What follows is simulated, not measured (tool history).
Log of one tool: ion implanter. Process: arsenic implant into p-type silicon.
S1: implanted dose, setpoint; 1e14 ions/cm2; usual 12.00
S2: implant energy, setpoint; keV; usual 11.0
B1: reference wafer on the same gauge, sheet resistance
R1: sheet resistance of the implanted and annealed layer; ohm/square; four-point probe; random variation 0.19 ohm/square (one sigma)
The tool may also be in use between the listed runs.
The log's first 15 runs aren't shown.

Run 16, hour 175.3: usual settings but S1 14.18 1e14 ions/cm2, S2 14.5 keV; B1 133.98. Result: R1 112.70 ohm/square.
At hour 195.8: extraction supply calibrated.
Run 17, hour 196.3: usual settings; B1 134.01. Result: R1 125.50 ohm/square.
Run 18, hour 206.3: usual settings; B1 133.98. Result: R1 125.50 ohm/square.
Run 19, hour 223.3: usual settings but S1 10.37 1e14 ions/cm2, S2 15.0 keV; B1 134.02. Result: R1 128.01 ohm/square.
Run 20, hour 235.9: usual settings; B1 134.01. Result: R1 125.29 ohm/square.
Run 21, hour 252.7: usual settings but S1 14.13 1e14 ions/cm2, S2 9.5 keV; B1 133.97. Result: R1 120.26 ohm/square.
Run 22, hour 261.3: usual settings but S1 13.00 1e14 ions/cm2; B1 134.01. Result: R1 121.38 ohm/square.
Run 23, hour 277.7: usual settings but S2 12.5 keV; B1 133.99. Result: R1 123.05 ohm/square.
Run 24, hour 294.8: usual settings but S2 14.5 keV; B1 133.99. Result: R1 120.18 ohm/square.
Run 25, hour 308.6: usual settings; B1 134.05. Result: R1 125.22 ohm/square.
Run 26, hour 316.8: usual settings but S1 15.16 1e14 ions/cm2, S2 13.0 keV; B1 134.04. Result: R1 112.93 ohm/square.
Run 27, hour 325.9: usual settings but S1 9.70 1e14 ions/cm2; B1 134.01. Result: R1 137.77 ohm/square.

Run 28 comes next. What will it give?
Run 28, hour 332.1: usual settings; B1 ?. Result: R1 ?.

Run 28 gave B1 134.02, R1 125.08 ohm/square.
Without the tool's hidden state the same run would have given R1 126.36 ohm/square.
